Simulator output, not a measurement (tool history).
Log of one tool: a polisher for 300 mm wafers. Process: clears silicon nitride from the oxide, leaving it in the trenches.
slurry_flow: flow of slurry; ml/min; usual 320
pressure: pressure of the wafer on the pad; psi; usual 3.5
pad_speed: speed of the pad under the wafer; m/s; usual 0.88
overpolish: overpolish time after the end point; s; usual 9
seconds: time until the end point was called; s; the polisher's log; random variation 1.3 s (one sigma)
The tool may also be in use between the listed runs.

run	day	slurry_flow	pressure	pad_speed	overpolish	wafers since the last listed run	wafers polished on this pad	hours since the slurry nozzle was cleaned	hours since the head pressure was calibrated	incoming thickness of the incoming film, nm	seconds
1	0	320	3.5	0.88	9	0	277	95.9	746.5	74	77.8
2	0.379	275	3.5	0.88	9	85	363	105	755.6	75	83.1
3	1.046	275	3.5	0.88	9	151	514	121	771.6	74.6	79.5
# day 1.479: worn pad replaced by a new one
4	1.5	320	3.5	0.88	9	65	5	131.9	782.5	74.9	74.8
5	1.692	320	3.5	0.88	9	43	48	136.5	787.1	76.2	73.9
6	1.992	320	3.5	0.88	9	67	116	143.7	794.3	74.7	76.2
7	2.55	320	3.5	0.88	9	126	242	157.1	807.7	74.5	77
8	2.958	320	3.5	0.88	9	92	335	166.9	817.5	74.6	78.4
9	3.396	320	3.5	0.96	9	99	434	177.4	828	75.2	73.6
# day 3.658: worn pad replaced by a new one
10	4.117	320	3.5	0.88	9	125	103	194.7	845.3	74.6	77.2
# day 4.279: head pressure recalibrated
11	4.804	320	3.5	0.88	9	136	240	211.2	12.6	76.4	79.6
12	5.317	320	3.5	0.88	9	116	356	223.5	24.9	74.5	79.6
# day 5.983: worn pad replaced by a new one
13	6.062	320	2.6	0.88	9	131	17	241.4	42.8	75.7	102.3
# day 7.529: slurry nozzle cleaned
14	7.754	235	4	1.16	4	373	391	5.4	83.4	74.5	56.5
# day 8.325: worn pad replaced by a new one
15	8.346	320	3.5	0.88	9	96	4	19.6	97.6	75.7	75
16	8.617	320	3.5	0.88	11	61	66	26.1	104.1	73.5	74.1
17	8.9	320	3.5	0.88	9	64	130	32.9	110.9	75.7	74.6
18	9.25	250	3.5	0.88	9	79	209	41.3	119.3	76.2	78.1
19	9.858	225	4	0.88	5	137	347	55.9	133.9	74.5	70.4
20	10.138	405	4	0.88	14	63	410	62.6	140.6	75.9	68.1
21	10.425	320	3.5	0.74	9	65	475	69.5	147.5	74.5	92.5
# day 10.804: worn pad replaced by a new one
22	11.038	320	3.5	0.88	9	101	52	84.2	162.2	74.3	73.4
23	11.675	320	2.7	0.88	7	144	197	99.5	177.5	76.1	101.6
24	12.004	320	3.5	1.16	9	74	271	107.4	185.4	76.3	62
25	12.358	320	3.5	1.04	9	80	351	115.9	193.9	75.6	70.6

How the hidden state differs across the entries between the runs, from the last listed run before each to the first after it:
Between runs 3 and 4: worn pad replaced by a new one (day 1.479)
  removal rate lost through wear of the pad, %: 11.2 -> 1.68
  measured less the result without the state, seconds: +8.9 -> +1.3 s
Between runs 9 and 10: worn pad replaced by a new one (day 3.658)
  removal rate lost through wear of the pad, %: 9.51 -> 2.29
  measured less the result without the state, seconds: +7 -> +1.8 s
Between runs 10 and 11: head pressure recalibrated (day 4.279)
  removal rate lost through wear of the pad, %: 2.29 -> 5.13
  measured less the result without the state, seconds: +1.8 -> +4.1 s
Between runs 12 and 13: worn pad replaced by a new one (day 5.983)
  removal rate lost through wear of the pad, %: 7.25 -> 0.979
  measured less the result without the state, seconds: +5.8 -> +1 s
Between runs 13 and 14: slurry nozzle cleaned (day 7.529)
  removal rate lost through wear of the pad, %: 0.979 -> 7.97
  measured less the result without the state, seconds: +1 -> +4.5 s
Between runs 14 and 15: worn pad replaced by a new one (day 8.325)
  removal rate lost through wear of the pad, %: 7.97 -> 0.93
  measured less the result without the state, seconds: +4.5 -> +0.7 s
Between runs 21 and 22: worn pad replaced by a new one (day 10.804)
  removal rate lost through wear of the pad, %: 9.53 -> 1.38
  measured less the result without the state, seconds: +8.8 -> +1 s
